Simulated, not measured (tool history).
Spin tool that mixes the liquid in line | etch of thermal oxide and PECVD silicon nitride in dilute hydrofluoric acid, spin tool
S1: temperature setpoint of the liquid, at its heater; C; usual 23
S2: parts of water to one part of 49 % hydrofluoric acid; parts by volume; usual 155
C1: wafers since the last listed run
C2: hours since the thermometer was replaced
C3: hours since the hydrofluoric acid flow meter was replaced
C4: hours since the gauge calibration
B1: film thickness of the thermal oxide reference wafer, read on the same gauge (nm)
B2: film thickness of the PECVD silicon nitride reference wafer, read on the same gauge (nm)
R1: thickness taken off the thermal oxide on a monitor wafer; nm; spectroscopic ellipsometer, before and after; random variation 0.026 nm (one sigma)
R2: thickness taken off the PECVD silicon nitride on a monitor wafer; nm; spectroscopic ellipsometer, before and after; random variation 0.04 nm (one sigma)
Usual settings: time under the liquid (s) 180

run 1 day=0 | S1=21 S2=155 time_under_the_liquid_(s)=180 | C1=0 C2=1388.5 C3=597.1 C4=357.1 | B1=40.171 B2=120.53 | R1=4.649 R2=6.12
run 2 day=1.838 | S1=21 S2=155 time_under_the_liquid_(s)=180 | C1=415 C2=1432.6 C3=641.2 C4=401.2 | B1=40.24 B2=120.65 | R1=4.619 R2=6.1
run 3 day=4.754 | S1=23 S2=155 time_under_the_liquid_(s)=180 | C1=658 C2=1502.6 C3=711.2 C4=471.2 | B1=40.299 B2=120.81 | R1=4.951 R2=6.91
run 4 day=7.062 | S1=23 S2=185 time_under_the_liquid_(s)=180 | C1=521 C2=1558 C3=766.6 C4=526.6 | B1=40.326 B2=121.01 | R1=4.094 R2=5.82
run 5 day=10.458 | S1=23 S2=155 time_under_the_liquid_(s)=180 | C1=767 C2=1639.5 C3=848.1 C4=608.1 | B1=40.44 B2=121.3 | R1=5.059 R2=7.02
run 6 day=12.279 | S1=23 S2=155 time_under_the_liquid_(s)=180 | C1=411 C2=1683.2 C3=891.8 C4=651.8 | B1=40.472 B2=121.44 | R1=4.992 R2=7.01
-- day=24.238 gauge calibrated
run 7 day=24.658 | S1=23 S2=155 time_under_the_liquid_(s)=180 | C1=2796 C2=1980.3 C3=1188.9 C4=10.1 | B1=39.999 B2=120.01 | R1=4.954 R2=6.95
run 8 day=28.825 | S1=23 S2=155 time_under_the_liquid_(s)=180 | C1=941 C2=2080.3 C3=1288.9 C4=110.1 | B1=39.989 B2=120.07 | R1=4.972 R2=6.93
run 9 day=31.058 | S1=23 S2=155 time_under_the_liquid_(s)=180 | C1=504 C2=2133.9 C3=1342.5 C4=163.7 | B1=40.03 B2=120.09 | R1=4.95 R2=6.93
run 10 day=33.796 | S1=25 S2=205 time_under_the_liquid_(s)=150 | C1=618 C2=2199.6 C3=1408.2 C4=229.4 | B1=40.073 B2=120.19 | R1=3.184 R2=4.98
run 11 day=38.238 | S1=23 S2=175 time_under_the_liquid_(s)=280 | C1=1003 C2=2306.2 C3=1514.8 C4=336 | B1=40.107 B2=120.38 | R1=6.666 R2=9.61
-- day=42.529 hydrofluoric acid flow meter replaced
-- day=48.279 thermometer replaced
run 12 day=51.675 | S1=21 S2=155 time_under_the_liquid_(s)=180 | C1=3016 C2=81.5 C3=219.5 C4=658.5 | B1=40.414 B2=121.35 | R1=4.682 R2=6.2
run 13 day=54.012 | S1=23 S2=155 time_under_the_liquid_(s)=180 | C1=528 C2=137.6 C3=275.6 C4=714.6 | B1=40.536 B2=121.58 | R1=5.01 R2=6.97
run 14 day=56.575 | S1=23 S2=85 time_under_the_liquid_(s)=130 | C1=578 C2=199.1 C3=337.1 C4=776.1 | B1=40.618 B2=121.85 | R1=7.261 R2=9.25
-- day=58.788 gauge calibrated
run 15 day=60.55 | S1=27.5 S2=125 time_under_the_liquid_(s)=180 | C1=897 C2=294.5 C3=432.5 C4=42.3 | B1=39.877 B2=119.79 | R1=7.485 R2=11.59
run 16 day=63.292 | S1=23 S2=90 time_under_the_liquid_(s)=150 | C1=619 C2=360.3 C3=498.3 C4=108.1 | B1=39.909 B2=119.8 | R1=7.676 R2=9.86
run 17 day=64.967 | S1=27.5 S2=120 time_under_the_liquid_(s)=180 | C1=378 C2=400.5 C3=538.5 C4=148.3 | B1=39.949 B2=119.82 | R1=7.842 R2=11.93

Forecast each of these 5 alternatives for the next run:
run A day=64.988 | S1=23 S2=155 time_under_the_liquid_(s)=180 | C1=4 C2=401 C3=539 C4=148.8 | B1=? B2=? | R1=? R2=?
run B day=64.988 | S1=21.5 S2=155 time_under_the_liquid_(s)=180 | C1=4 C2=401 C3=539 C4=148.8 | B1=? B2=? | R1=? R2=?
run C day=64.988 | S1=26 S2=230 time_under_the_liquid_(s)=245 | C1=4 C2=401 C3=539 C4=148.8 | B1=? B2=? | R1=? R2=?
run D day=64.988 | S1=20.5 S2=230 time_under_the_liquid_(s)=115 | C1=4 C2=401 C3=539 C4=148.8 | B1=? B2=? | R1=? R2=?
run E day=64.988 | S1=19 S2=120 time_under_the_liquid_(s)=180 | C1=4 C2=401 C3=539 C4=148.8 | B1=? B2=? | R1=? R2=?

run=A B1=39.934 B2=119.84 R1=4.976 R2=6.95
run=B B1=39.934 B2=119.84 R1=4.694 R2=6.3
run=C B1=39.934 B2=119.84 R1=4.696 R2=7.73
run=D B1=39.934 B2=119.84 R1=1.803 R2=2.57
run=E B1=39.934 B2=119.84 R1=5.695 R2=6.84
Without the tool's hidden state the same runs would have given:
run=A R1=4.983 R2=6.96
run=B R1=4.701 R2=6.31
run=C R1=4.703 R2=7.74
run=D R1=1.805 R2=2.57
run=E R1=5.703 R2=6.85
